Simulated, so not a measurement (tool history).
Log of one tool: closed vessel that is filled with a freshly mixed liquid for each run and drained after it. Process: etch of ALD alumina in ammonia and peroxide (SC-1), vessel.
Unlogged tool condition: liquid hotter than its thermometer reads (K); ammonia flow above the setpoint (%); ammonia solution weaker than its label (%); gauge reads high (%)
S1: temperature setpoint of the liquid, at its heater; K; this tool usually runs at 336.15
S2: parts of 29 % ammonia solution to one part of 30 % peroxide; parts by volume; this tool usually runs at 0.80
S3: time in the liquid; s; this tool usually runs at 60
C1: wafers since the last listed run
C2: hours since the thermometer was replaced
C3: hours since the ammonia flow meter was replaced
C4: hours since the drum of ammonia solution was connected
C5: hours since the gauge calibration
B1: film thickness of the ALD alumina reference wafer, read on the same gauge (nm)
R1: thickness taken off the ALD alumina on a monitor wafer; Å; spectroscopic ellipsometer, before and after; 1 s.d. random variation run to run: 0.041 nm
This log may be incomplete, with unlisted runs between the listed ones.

{"run": 1, "day": 0.0, "S1": 336.15, "S2": 0.9, "S3": 60, "C1": 0, "C2": 1711.6, "C3": 789.6, "C4": 378.0, "C5": 193.3, "B1": 139.98, "R1": 73.1}
{"run": 2, "day": 0.833, "S1": 336.15, "S2": 0.9, "S3": 60, "C1": 2251, "C2": 1731.6, "C3": 809.6, "C4": 398.0, "C5": 213.3, "B1": 140.02, "R1": 73.0}
{"run": 3, "day": 1.996, "S1": 336.15, "S2": 0.8, "S3": 60, "C1": 3141, "C2": 1759.5, "C3": 837.5, "C4": 425.9, "C5": 241.2, "B1": 139.98, "R1": 73.2}
{"run": 4, "day": 3.483, "S1": 336.15, "S2": 0.8, "S3": 60, "C1": 4019, "C2": 1795.2, "C3": 873.2, "C4": 461.6, "C5": 276.9, "B1": 140.01, "R1": 72.8}
{"run": 5, "day": 4.875, "S1": 336.15, "S2": 0.8, "S3": 75, "C1": 3760, "C2": 1828.6, "C3": 906.6, "C4": 495.0, "C5": 310.3, "B1": 140.0, "R1": 92.2}
{"run": 6, "day": 5.458, "S1": 336.15, "S2": 0.8, "S3": 60, "C1": 1576, "C2": 1842.6, "C3": 920.6, "C4": 509.0, "C5": 324.3, "B1": 140.03, "R1": 73.8}
{"day": 6.621, "done": "new drum of ammonia solution connected"}
{"run": 7, "day": 8.908, "S1": 336.15, "S2": 0.8, "S3": 60, "C1": 9209, "C2": 1925.4, "C3": 1003.4, "C4": 54.9, "C5": 407.1, "B1": 139.99, "R1": 72.9}
{"run": 8, "day": 9.875, "S1": 336.15, "S2": 0.8, "S3": 60, "C1": 2611, "C2": 1948.6, "C3": 1026.6, "C4": 78.1, "C5": 430.3, "B1": 139.98, "R1": 72.7}
{"run": 9, "day": 10.492, "S1": 336.15, "S2": 0.8, "S3": 60, "C1": 1666, "C2": 1963.4, "C3": 1041.4, "C4": 92.9, "C5": 445.1, "B1": 139.99, "R1": 73.6}
{"run": 10, "day": 11.733, "S1": 336.15, "S2": 0.65, "S3": 50, "C1": 3354, "C2": 1993.2, "C3": 1071.2, "C4": 122.7, "C5": 474.9, "B1": 139.97, "R1": 59.8}
{"day": 12.296, "done": "thermometer replaced"}
{"run": 11, "day": 12.317, "S1": 336.15, "S2": 0.8, "S3": 60, "C1": 1463, "C2": 0.5, "C3": 1085.2, "C4": 136.7, "C5": 488.9, "B1": 140.02, "R1": 68.9}
{"run": 12, "day": 13.271, "S1": 327.65, "S2": 1.15, "S3": 95, "C1": 2578, "C2": 23.4, "C3": 1108.1, "C4": 159.6, "C5": 511.8, "B1": 140.01, "R1": 73.3}
{"run": 13, "day": 14.262, "S1": 336.15, "S2": 0.6, "S3": 60, "C1": 2679, "C2": 47.2, "C3": 1131.9, "C4": 183.4, "C5": 535.6, "B1": 139.93, "R1": 68.1}
{"run": 14, "day": 15.521, "S1": 342.65, "S2": 0.8, "S3": 70, "C1": 3399, "C2": 77.4, "C3": 1162.1, "C4": 213.6, "C5": 565.8, "B1": 139.95, "R1": 111.2}
{"run": 15, "day": 16.238, "S1": 336.15, "S2": 0.8, "S3": 60, "C1": 1936, "C2": 94.6, "C3": 1179.3, "C4": 230.8, "C5": 583.0, "B1": 140.01, "R1": 69.7}
{"run": 16, "day": 17.088, "S1": 336.15, "S2": 1.15, "S3": 60, "C1": 2296, "C2": 115.0, "C3": 1199.7, "C4": 251.2, "C5": 603.4, "B1": 139.96, "R1": 71.6}
{"day": 19.083, "done": "gauge calibrated"}
{"run": 17, "day": 21.508, "S1": 336.15, "S2": 0.8, "S3": 60, "C1": 11944, "C2": 221.1, "C3": 1305.8, "C4": 357.3, "C5": 58.2, "B1": 140.0, "R1": 70.5}
{"day": 22.175, "done": "ammonia flow meter replaced"}
{"run": 18, "day": 22.471, "S1": 333.15, "S2": 0.95, "S3": 60, "C1": 2488, "C2": 244.2, "C3": 7.1, "C4": 380.4, "C5": 81.3, "B1": 140.07, "R1": 61.4}
{"run": 19, "day": 23.367, "S1": 336.15, "S2": 0.9, "S3": 60, "C1": 2420, "C2": 265.7, "C3": 28.6, "C4": 401.9, "C5": 102.8, "B1": 140.01, "R1": 70.2}
{"run": 20, "day": 24.133, "S1": 336.15, "S2": 0.8, "S3": 60, "C1": 2071, "C2": 284.1, "C3": 47.0, "C4": 420.3, "C5": 121.2, "B1": 139.96, "R1": 69.9}
{"run": 21, "day": 24.85, "S1": 329.15, "S2": 0.95, "S3": 85, "C1": 1936, "C2": 301.3, "C3": 64.2, "C4": 437.5, "C5": 138.4, "B1": 139.99, "R1": 69.9}
{"run": 22, "day": 26.638, "S1": 336.15, "S2": 1.2, "S3": 60, "C1": 4829, "C2": 344.2, "C3": 107.1, "C4": 480.4, "C5": 181.3, "B1": 140.01, "R1": 72.7}
{"run": 23, "day": 27.783, "S1": 336.15, "S2": 0.8, "S3": 60, "C1": 3095, "C2": 371.7, "C3": 134.6, "C4": 507.9, "C5": 208.8, "B1": 140.01, "R1": 70.0}
{"day": 29.879, "done": "new drum of ammonia solution connected"}
{"run": 24, "day": 31.196, "S1": 343.15, "S2": 1.05, "S3": 75, "C1": 9107, "C2": 453.6, "C3": 216.5, "C4": 31.6, "C5": 290.7, "B1": 139.99, "R1": 125.1}
{"run": 25, "day": 31.838, "S1": 343.15, "S2": 0.8, "S3": 80, "C1": 1733, "C2": 469.0, "C3": 231.9, "C4": 47.0, "C5": 306.1, "B1": 139.98, "R1": 131.9}
{"run": 26, "day": 32.988, "S1": 341.15, "S2": 1.05, "S3": 60, "C1": 3107, "C2": 496.6, "C3": 259.5, "C4": 74.6, "C5": 333.7, "B1": 140.02, "R1": 92.5}
{"run": 27, "day": 33.567, "S1": 328.15, "S2": 0.8, "S3": 40, "C1": 1564, "C2": 510.5, "C3": 273.4, "C4": 88.5, "C5": 347.6, "B1": 140.02, "R1": 31.2}
{"run": 28, "day": 34.292, "S1": 336.15, "S2": 0.8, "S3": 80, "C1": 1958, "C2": 527.9, "C3": 290.8, "C4": 105.9, "C5": 365.0, "B1": 140.02, "R1": 92.5}

Measured less the same run without the tool's hidden state. The same run-to-run variation is in both; the gauge's scatter may not be:
run=1 R1=+4.0
run=2 R1=+4.1
run=3 R1=+4.2
run=4 R1=+4.2
run=5 R1=+5.4
run=6 R1=+4.4
run=7 R1=+4.5
run=8 R1=+4.6
run=9 R1=+4.7
run=10 R1=+3.8
run=11 R1=+0.7
run=12 R1=+0.9
run=13 R1=+0.8
run=14 R1=+1.4
run=15 R1=+0.9
run=16 R1=+1.0
run=17 R1=+1.3
run=18 R1=+1.2
run=19 R1=+1.3
run=20 R1=+1.4
run=21 R1=+1.5
run=22 R1=+1.6
run=23 R1=+1.6
run=24 R1=+3.1
run=25 R1=+3.3
run=26 R1=+2.3
run=27 R1=+0.9
run=28 R1=+2.5
